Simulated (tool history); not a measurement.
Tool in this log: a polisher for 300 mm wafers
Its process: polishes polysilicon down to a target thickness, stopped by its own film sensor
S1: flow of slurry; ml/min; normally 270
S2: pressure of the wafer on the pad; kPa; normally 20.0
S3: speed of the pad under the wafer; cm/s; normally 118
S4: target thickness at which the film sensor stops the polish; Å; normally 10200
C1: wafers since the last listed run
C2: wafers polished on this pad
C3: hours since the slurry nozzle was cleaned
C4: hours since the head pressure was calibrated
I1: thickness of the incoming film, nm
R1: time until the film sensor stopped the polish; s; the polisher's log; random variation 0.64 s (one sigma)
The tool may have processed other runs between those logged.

run     day   S1    S2   S3     S4   C1    C2     C3      C4      I1     R1
  1   0.000  270  20.0  150  10200    0   357  444.5   925.7  1565.7   45.9
  2   0.438  300  20.0  118  10200  136   494  455.0   936.2  1588.5   58.1
  3   0.717  300  20.0  118  10200   87   581  461.7   942.9  1580.9   58.0
  4   1.175  300  20.0  118  10200  143   725  472.7   953.9  1600.2   58.0
  5   1.542  270  20.0  118  10200  114   839  481.5   962.7  1596.8   59.7
  6   2.038  270  16.5  118  10200  154   994  493.4   974.6  1597.6   68.9
      3.279  -- worn pad replaced by a new one
      3.700  -- slurry nozzle cleaned
  7   3.767  270  20.0  118  10200  475   138    1.6  1016.1  1573.6   57.3
  8   4.075  270  20.0  118  10200   96   235    9.0  1023.5  1547.8   54.1
  9   4.796  270  20.0  118  10200  225   460   26.3  1040.8  1566.5   55.4
 10   5.500  270  20.0  138  10200  220   680   43.2  1057.7  1574.3   49.6
 11   5.942  270  20.0  138  10200  138   818   53.8  1068.3  1583.5   50.5
 12   6.521  270  20.0  118  10200  181   999   67.7  1082.2  1554.2   54.2
 13   6.850  270  20.0  118  10200  102  1102   75.6  1090.1  1595.5   58.1
 14   7.208  220  20.0  118  10200  112  1214   84.2  1098.7  1580.6   58.2
 15   7.771  195  20.0  118  10200  175  1390   97.7  1112.2  1573.2   58.1
 16   8.442  270  20.0  118  10200  209  1600  113.8  1128.3  1581.1   57.7
      8.692  -- worn pad replaced by a new one
 17   8.862  270  20.0  118  10200   79    54  123.9  1138.4  1604.2   59.7
 18   9.229  270  25.5  134  10200  114   168  132.7  1147.2  1586.4   42.2
 19   9.621  270  13.8   78   9480  122   291  142.1  1156.6  1581.2  124.7
 20   9.942  235  25.5   96   9010  100   391  149.8  1164.3  1578.2   67.1
 21  10.629  300  13.1  118  10700  214   606  166.3  1180.8  1564.7   69.7
 22  10.942  270  20.0   88  10970   97   703  173.8  1188.3  1553.1   60.3
 23  11.296  270  20.0  118  11630  110   814  182.3  1196.8  1577.9   42.1
     12.358  -- head pressure recalibrated
     13.079  -- worn pad replaced by a new one
 24  13.325  200  20.0  118  11760  556    76  231.0    23.2  1592.1   47.1
 25  14.071  245  20.0  134   9590  233   310  248.9    41.1  1569.3   60.4
 26  14.704  210  26.9  132  10200  197   507  264.1    56.3  1582.6   44.4
 27  15.108  270  26.9  118  11980  126   634  273.8    66.0  1555.2   30.3
 28  15.804  315  26.9  118   8950  217   851  290.5    82.7  1598.7   58.7
 29  16.388  270  17.2  118  11410  182  1034  304.5    96.7  1594.7   57.1
 30  16.792  270  20.0  118  10200  126  1160  314.2   106.4  1576.5   61.0
 31  17.292  270  20.0  118  10200  156  1316  326.2   118.4  1579.1   61.1
 32  18.008  270  20.0  118  10200  224  1540  343.4   135.6  1559.2   59.3
     18.267  -- worn pad replaced by a new one
 33  18.417  270  26.2  118  10200   75    47  353.2   145.4  1550.4   46.1
 34  18.912  270  20.0  118  10200  154   202  365.1   157.3  1563.5   59.4
 35  19.196  270  20.0  118  10200   88   291  371.9   164.1  1557.1   58.2
 36  19.942  345  26.2  152  10890  233   524  389.8   182.0  1551.7   31.0

What would each run have given without the hidden state, its run-to-run variation left as it was?
Hidden state at play: removal rate lost through wear of the pad, %; slurry flow missing at the pad, %; deviation of the head's pressure from its setpoint, %.
run     R1
  1   49.1
  2   62.2
  3   62.0
  4   62.1
  5   63.9
  6   73.8
  7   61.5
  8   58.2
  9   59.7
 10   53.5
 11   54.4
 12   58.5
 13   62.8
 14   62.9
 15   62.9
 16   62.5
 17   64.7
 18   45.7
 19  135.3
 20   72.9
 21   75.8
 22   65.5
 23   45.8
 24   47.1
 25   60.4
 26   44.5
 27   30.3
 28   58.9
 29   57.3
 30   61.3
 31   61.4
 32   59.7
 33   46.4
 34   59.9
 35   58.7
 36   31.3

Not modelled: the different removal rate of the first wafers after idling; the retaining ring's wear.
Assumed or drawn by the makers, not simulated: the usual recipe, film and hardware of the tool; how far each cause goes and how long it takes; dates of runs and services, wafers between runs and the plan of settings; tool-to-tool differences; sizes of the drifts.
